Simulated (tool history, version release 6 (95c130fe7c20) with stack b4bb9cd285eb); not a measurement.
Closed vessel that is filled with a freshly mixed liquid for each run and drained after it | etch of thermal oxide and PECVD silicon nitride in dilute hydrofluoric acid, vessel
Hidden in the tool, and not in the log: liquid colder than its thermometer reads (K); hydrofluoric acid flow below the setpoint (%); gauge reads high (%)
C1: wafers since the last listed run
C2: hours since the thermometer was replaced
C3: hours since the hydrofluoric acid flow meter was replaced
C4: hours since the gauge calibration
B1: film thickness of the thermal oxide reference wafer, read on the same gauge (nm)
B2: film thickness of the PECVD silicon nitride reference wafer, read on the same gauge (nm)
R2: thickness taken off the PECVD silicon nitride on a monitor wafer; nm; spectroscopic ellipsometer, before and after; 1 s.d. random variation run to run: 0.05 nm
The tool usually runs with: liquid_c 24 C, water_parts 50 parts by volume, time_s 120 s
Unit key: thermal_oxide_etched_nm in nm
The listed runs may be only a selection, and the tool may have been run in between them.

run 1 hour=0 | liquid_c=24 water_parts=50 time_s=120 | C1=0 C2=699.6 C3=1134.8 C4=607.9 | B1=127 B2=87.92 | thermal_oxide_etched_nm=10.07 R2=7.94
-- hour=36.4 gauge calibrated
run 2 hour=65.1 | liquid_c=24 water_parts=55 time_s=120 | C1=7827 C2=764.7 C3=1199.9 C4=28.7 | B1=129.97 B2=89.94 | thermal_oxide_etched_nm=9.32 R2=7.48
run 3 hour=115 | liquid_c=24 water_parts=55 time_s=120 | C1=5999 C2=814.6 C3=1249.8 C4=78.6 | B1=129.93 B2=89.96 | thermal_oxide_etched_nm=9.25 R2=7.41
run 4 hour=175 | liquid_c=24 water_parts=50 time_s=145 | C1=7214 C2=874.6 C3=1309.8 C4=138.6 | B1=129.84 B2=89.88 | thermal_oxide_etched_nm=12.39 R2=9.77
run 5 hour=246.1 | liquid_c=26 water_parts=50 time_s=120 | C1=8549 C2=945.7 C3=1380.9 C4=209.7 | B1=129.59 B2=89.75 | thermal_oxide_etched_nm=11.07 R2=9.23
run 6 hour=290.4 | liquid_c=26 water_parts=50 time_s=120 | C1=5326 C2=990 C3=1425.2 C4=254 | B1=129.42 B2=89.58 | thermal_oxide_etched_nm=11.12 R2=9.29
run 7 hour=337.8 | liquid_c=20.5 water_parts=50 time_s=70 | C1=5699 C2=1037.4 C3=1472.6 C4=301.4 | B1=129.22 B2=89.45 | thermal_oxide_etched_nm=5.1 R2=3.71
run 8 hour=366.5 | liquid_c=20.5 water_parts=50 time_s=70 | C1=3450 C2=1066.1 C3=1501.3 C4=330.1 | B1=129.07 B2=89.36 | thermal_oxide_etched_nm=5.09 R2=3.72
run 9 hour=426.2 | liquid_c=20.5 water_parts=50 time_s=70 | C1=7178 C2=1125.8 C3=1561 C4=389.8 | B1=128.68 B2=89.07 | thermal_oxide_etched_nm=5.15 R2=3.7
run 10 hour=455.2 | liquid_c=26.5 water_parts=60 time_s=120 | C1=3486 C2=1154.8 C3=1590 C4=418.8 | B1=128.48 B2=88.91 | thermal_oxide_etched_nm=9.29 R2=7.97
run 11 hour=492.4 | liquid_c=24 water_parts=50 time_s=120 | C1=4472 C2=1192 C3=1627.2 C4=456 | B1=128.22 B2=88.76 | thermal_oxide_etched_nm=10.07 R2=8.01
run 12 hour=533.6 | liquid_c=24 water_parts=50 time_s=120 | C1=4953 C2=1233.2 C3=1668.4 C4=497.2 | B1=127.88 B2=88.52 | thermal_oxide_etched_nm=10 R2=7.99
run 13 hour=562.5 | liquid_c=24 water_parts=50 time_s=120 | C1=3474 C2=1262.1 C3=1697.3 C4=526.1 | B1=127.6 B2=88.33 | thermal_oxide_etched_nm=10.03 R2=7.96
-- hour=592.1 gauge calibrated
run 14 hour=601.2 | liquid_c=28.5 water_parts=50 time_s=120 | C1=4653 C2=1300.8 C3=1736 C4=9.1 | B1=129.57 B2=89.69 | thermal_oxide_etched_nm=12.38 R2=10.96
-- hour=604 hydrofluoric acid flow meter replaced
-- hour=619.2 thermometer replaced
run 15 hour=657.9 | liquid_c=20.5 water_parts=70 time_s=145 | C1=6577 C2=38.7 C3=53.9 C4=65.8 | B1=129.52 B2=89.69 | thermal_oxide_etched_nm=7.42 R2=5.57
run 16 hour=686.7 | liquid_c=21.5 water_parts=45 time_s=175 | C1=3462 C2=67.5 C3=82.7 C4=94.6 | B1=129.51 B2=89.62 | thermal_oxide_etched_nm=15.02 R2=11.05
run 17 hour=728.5 | liquid_c=24 water_parts=30 time_s=190 | C1=5026 C2=109.3 C3=124.5 C4=136.4 | B1=129.41 B2=89.57 | thermal_oxide_etched_nm=27.68 R2=20.97
run 18 hour=766.8 | liquid_c=24 water_parts=30 time_s=145 | C1=4605 C2=147.6 C3=162.8 C4=174.7 | B1=129.3 B2=89.51 | thermal_oxide_etched_nm=21.19 R2=16.06
run 19 hour=811.4 | liquid_c=21.5 water_parts=45 time_s=175 | C1=5362 C2=192.2 C3=207.4 C4=219.3 | B1=129.14 B2=89.4 | thermal_oxide_etched_nm=14.89 R2=10.96
run 20 hour=836 | liquid_c=24 water_parts=50 time_s=120 | C1=2957 C2=216.8 C3=232 C4=243.9 | B1=129.06 B2=89.35 | thermal_oxide_etched_nm=10.21 R2=8.12
run 21 hour=862.3 | liquid_c=26.5 water_parts=55 time_s=120 | C1=3162 C2=243.1 C3=258.3 C4=270.2 | B1=128.94 B2=89.27 | thermal_oxide_etched_nm=10.3 R2=8.69
run 22 hour=890.3 | liquid_c=24 water_parts=50 time_s=120 | C1=3366 C2=271.1 C3=286.3 C4=298.2 | B1=128.8 B2=89.16 | thermal_oxide_etched_nm=10.23 R2=8
run 23 hour=921.3 | liquid_c=28.5 water_parts=60 time_s=65 | C1=3727 C2=302.1 C3=317.3 C4=329.2 | B1=128.64 B2=89.03 | thermal_oxide_etched_nm=5.44 R2=4.95
run 24 hour=967.9 | liquid_c=24 water_parts=30 time_s=70 | C1=5603 C2=348.7 C3=363.9 C4=375.8 | B1=128.33 B2=88.85 | thermal_oxide_etched_nm=10.2 R2=7.75
run 25 hour=1014.9 | liquid_c=24 water_parts=50 time_s=55 | C1=5651 C2=395.7 C3=410.9 C4=422.8 | B1=128.02 B2=88.67 | thermal_oxide_etched_nm=4.61 R2=3.66

Across each entry between runs, compare the hidden state at the last listed run before it with the hidden state at the first listed run after it:
After run 1, before run 2: gauge calibrated (hour 36.4)
  gauge reads high (%): -2.28 -> -0.0172
  measured less the result without the state, thermal_oxide_etched_nm: -0.23 -> +0 nm; R2: -0.19 -> +0 nm
After run 13, before run 14: gauge calibrated (hour 592.1)
  gauge reads high (%): -1.84 -> -0.344
  measured less the result without the state, thermal_oxide_etched_nm: -0.19 -> -0.05 nm; R2: -0.15 -> -0.04 nm
After run 14, before run 15: hydrofluoric acid flow meter replaced (hour 604); thermometer replaced (hour 619.2)
  gauge reads high (%): -0.344 -> -0.372
  measured less the result without the state, thermal_oxide_etched_nm: -0.05 -> -0.03 nm; R2: -0.04 -> -0.03 nm

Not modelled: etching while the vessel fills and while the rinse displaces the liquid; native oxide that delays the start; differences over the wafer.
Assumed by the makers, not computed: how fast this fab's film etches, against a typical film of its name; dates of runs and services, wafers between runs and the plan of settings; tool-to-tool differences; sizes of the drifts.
